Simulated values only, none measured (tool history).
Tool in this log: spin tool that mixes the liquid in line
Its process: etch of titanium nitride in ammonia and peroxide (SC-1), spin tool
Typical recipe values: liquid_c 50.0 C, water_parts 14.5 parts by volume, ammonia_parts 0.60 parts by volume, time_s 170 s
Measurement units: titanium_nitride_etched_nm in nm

run	hour	liquid_c	water_parts	ammonia_parts	time_s	read-back film thickness of the titanium nitride reference wafer, read on the same gauge (nm)	titanium_nitride_etched_nm
1	0.0	50.0	14.5	0.60	170	130.001	4.708
2	17.6	50.0	14.5	0.60	170	129.956	4.724
3	29.3	42.5	14.5	0.60	170	130.009	2.752
4	36.8	42.5	14.5	0.60	170	129.981	2.748
5	47.6	42.5	14.5	0.60	170	130.001	2.760
6	60.6	50.0	14.5	0.60	170	130.006	4.703
# hour 72.1: ammonia flow meter replaced
7	76.0	50.0	14.5	0.60	170	129.994	4.756
8	93.5	50.0	14.5	0.60	170	130.003	4.693
9	103.3	60.0	14.5	0.75	170	130.025	9.610
# hour 109.2: heated supply line repaired
10	114.1	50.0	14.5	0.60	170	129.996	4.735
# hour 123.0: gauge calibrated
11	131.1	45.0	18.5	0.50	135	129.991	2.226
12	147.8	50.0	14.5	0.30	170	130.010	4.230
# hour 151.1: new drum of ammonia solution connected
# hour 160.3: thermometer replaced
13	165.3	50.0	7.5	0.50	170	130.016	6.484
14	181.4	43.5	19.5	0.50	170	129.990	2.459
15	189.4	50.0	20.5	0.35	170	129.988	3.486
16	207.0	42.0	17.5	0.90	170	130.037	2.555

Each row is a separate what-if for the run after 16, all from the same tool condition, not one after another. Results?
A	207.5	50.0	14.5	0.60	170	?	?
B	207.5	50.0	20.0	0.60	85	?	?
C	207.5	50.0	14.5	0.80	170	?	?
D	207.5	44.0	18.0	0.85	230	?	?

run	read-back film thickness of the titanium nitride reference wafer, read on the same gauge (nm)	titanium_nitride_etched_nm
A	130.013	4.700
B	130.013	1.970
C	130.013	4.942
D	130.013	3.927
Take away the tool's hidden state, keep each run's random variation, and the runs would have read:
run	titanium_nitride_etched_nm
A	4.700
B	1.970
C	4.942
D	3.927
